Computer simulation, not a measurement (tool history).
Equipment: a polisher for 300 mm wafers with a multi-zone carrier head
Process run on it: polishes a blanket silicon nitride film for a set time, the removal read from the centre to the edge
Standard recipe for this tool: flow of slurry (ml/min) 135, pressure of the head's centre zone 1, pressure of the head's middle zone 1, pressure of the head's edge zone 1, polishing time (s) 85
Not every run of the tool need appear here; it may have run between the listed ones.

run	day	flow of slurry (ml/min)	pressure of the head's centre zone	pressure of the head's middle zone	pressure of the head's edge zone	polishing time (s)	wafers since the last listed run	wafers polished on this pad	hours since the slurry nozzle was cleaned	hours since the centre zone pressure was calibrated	hours since the edge zone pressure was calibrated	hours since the carrier head's membrane was replaced	incoming thickness of the incoming film, nm	film removed at the wafer's centre (nm)	film removed at mid-radius (nm)	film removed at the wafer's edge (nm)
1	0	135	1	1	1	85	0	381	123.5	325.2	116	711.1	793.9	117.8	121.3	124.5
# day 7.517: worn pad replaced by a new one
# day 10.867: edge zone pressure recalibrated
2	11.212	135	1	1	1	85	1438	473	392.6	594.3	8.3	980.2	790.6	116.6	117	121.6
# day 13.192: slurry nozzle cleaned
3	14.325	135	1	1	1	85	402	876	27.2	669	83	1054.9	784.5	119.5	121.1	125.1
# day 17.542: worn pad replaced by a new one
4	17.708	135	1	1	1	85	422	22	108.4	750.2	164.2	1136.1	773.7	119.9	122.5	126.6
5	20.588	135	1	1	1	85	377	399	177.5	819.3	233.3	1205.2	773.2	115.7	121.9	122.3
6	22.458	135	1	1	0.95	85	245	645	222.4	864.2	278.2	1250.1	789.6	114.8	119.6	120.2
7	25.262	135	1	1	0.95	85	367	1013	289.7	931.5	345.5	1317.4	784.2	113.5	116.9	118
# day 27.129: slurry nozzle cleaned
8	27.333	135	1	1	1	85	266	1279	4.9	981.2	395.2	1367.1	787	119.8	121	127
# day 28.112: edge zone pressure recalibrated
# day 28.871: worn pad replaced by a new one
9	30.625	135	1	1	1	85	399	230	83.9	1060.2	60.3	1446.1	781.7	120.3	123.8	126.7
10	32.962	100	1	0.96	1	85	306	536	140	1116.3	116.4	1502.2	785.2	111.2	111.5	118.9
# day 34.454: carrier head's membrane replaced by a new one
11	35.212	135	1	0.92	1	85	267	804	194	1170.3	170.4	18.2	764.2	117	109.7	122.6
12	36.975	145	0.97	1	0.9	85	231	1036	236.3	1212.6	212.7	60.5	779	112.5	118.1	118.1
# day 37.588: centre zone pressure recalibrated
13	38.971	135	1	1	1	85	250	1287	284.2	33.2	260.6	108.4	774.3	112.8	115.7	119.1
# day 39.333: worn pad replaced by a new one
14	41.167	135	1	1	1	69	266	240	336.9	85.9	313.3	161.1	786.9	94.7	97.5	100.9
15	44.912	135	1	1	1	97	491	732	426.8	175.8	403.2	251	777.3	130.8	133.5	140
# day 45.296: slurry nozzle cleaned
# day 45.458: edge zone pressure recalibrated
16	49.042	165	1	1	1	57	525	1257	89.9	274.9	86	350.1	776.7	80.8	82.2	83.2
# day 49.492: worn pad replaced by a new one
17	51.742	135	1	1	1	102	332	295	154.7	339.7	150.8	414.9	784.2	140.6	145.2	147

Run-by-run hidden state of the tool:
deviation of the centre zone's pressure from its setpoint, %: 0 in every run
deviation of the edge zone's pressure from its setpoint, %: 0 in every run
H1: removal rate lost through wear of the pad, %
H2: slurry flow missing at the pad, %
run	H1	H2
1	1.53	21
2	2.11	31.4
3	3.47	8.12
4	0.0816	19.8
5	1.33	25.3
6	2.15	27.6
7	3.37	29.9
8	4.27	1.17
9	0.892	14.7
10	1.91	20.4
11	2.89	24
12	3.65	25.9
13	4.52	27.5
14	1.01	28.6
15	2.64	29.8
16	4.43	17.6
17	1.57	23.7
